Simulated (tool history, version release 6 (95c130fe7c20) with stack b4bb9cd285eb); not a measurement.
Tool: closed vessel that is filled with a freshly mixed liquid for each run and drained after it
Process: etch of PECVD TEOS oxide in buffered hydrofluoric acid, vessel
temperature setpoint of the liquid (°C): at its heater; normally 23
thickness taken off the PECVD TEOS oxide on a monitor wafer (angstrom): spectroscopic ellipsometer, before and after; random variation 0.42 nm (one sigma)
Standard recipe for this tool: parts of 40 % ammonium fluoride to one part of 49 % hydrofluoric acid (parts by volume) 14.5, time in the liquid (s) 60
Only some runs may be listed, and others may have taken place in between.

run	hour	temperature setpoint of the liquid (°C)	parts of 40 % ammonium fluoride to one part of 49 % hydrofluoric acid (parts by volume)	time in the liquid (s)	wafers since the last listed run	hours since the thermometer was replaced	hours since the hydrofluoric acid flow meter was replaced	hours since the gauge calibration	read-back film thickness of the PECVD TEOS oxide reference wafer, read on the same gauge (nm)	thickness taken off the PECVD TEOS oxide on a monitor wafer (angstrom)
1	0	23	14.5	60	0	1771.2	452.2	205.8	40.04	624.6
2	22.3	23	14.5	60	1764	1793.5	474.5	228.1	39.98	635.1
3	126.7	23	14.5	75	8260	1897.9	578.9	332.5	40.01	785.8
4	158.4	23	14.5	70	2508	1929.6	610.6	364.2	40.01	737.5
5	211.4	23	14.5	70	4193	1982.6	663.6	417.2	39.98	748.5
# hour 227.7: gauge calibrated
6	240.6	22	14.5	60	2310	2011.8	692.8	12.9	40.03	606.8
# hour 259.2: hydrofluoric acid flow meter replaced
7	267.3	22	14.5	60	2033	2038.5	8.1	39.6	40.03	567.6
8	301.8	23	14.5	60	2729	2073	42.6	74.1	39.99	610.5
9	333.4	23	14.5	60	2500	2104.6	74.2	105.7	40	611.9
10	365.5	23	12.5	60	2539	2136.7	106.3	137.8	39.98	707.4
11	400.1	23	12.5	60	2737	2171.3	140.9	172.4	40	714.9
12	434.1	21.5	14.5	80	2690	2205.3	174.9	206.4	39.97	755.7
13	509.8	23	14.5	60	5989	2281	250.6	282.1	39.98	618.1
14	523	23	11.5	60	1044	2294.2	263.8	295.3	40.01	767.9
# hour 548.5: thermometer replaced
15	556.4	23	14.5	30	2563	7.9	297.2	328.7	40.01	310.1
16	573	23	14.5	60	1313	24.5	313.8	345.3	39.96	622.8
17	586	24.5	14.5	60	1028	37.5	326.8	358.3	40.02	674.5
18	618.6	23	14.5	35	2579	70.1	359.4	390.9	40.03	361.9
19	633.5	23	12.5	90	1178	85	374.3	405.8	40.04	1083.2
20	647.8	28	14.5	60	1131	99.3	388.6	420.1	40.01	807.8
# hour 655.1: gauge calibrated
21	668.5	23	12.5	60	1637	120	409.3	13.4	40	722
22	695.5	25.5	14.5	60	2136	147	436.3	40.4	40.01	719.5

Predict each of these 3 candidate next runs independently; none follows another, all start after run 22:
A	696.2	23	18.5	60	55	147.7	437	41.1	?	?
B	696.2	24.5	12	30	55	147.7	437	41.1	?	?
C	696.2	24.5	17.5	90	55	147.7	437	41.1	?	?

run	read-back film thickness of the PECVD TEOS oxide reference wafer, read on the same gauge (nm)	thickness taken off the PECVD TEOS oxide on a monitor wafer (angstrom)
A	39.99	497.2
B	39.99	412.7
C	39.99	855.2
The same runs, with their run-to-run variation unchanged, on a tool lacking any hidden condition would have given:
run	thickness taken off the PECVD TEOS oxide on a monitor wafer (angstrom)
A	477.8
B	396.8
C	821.9

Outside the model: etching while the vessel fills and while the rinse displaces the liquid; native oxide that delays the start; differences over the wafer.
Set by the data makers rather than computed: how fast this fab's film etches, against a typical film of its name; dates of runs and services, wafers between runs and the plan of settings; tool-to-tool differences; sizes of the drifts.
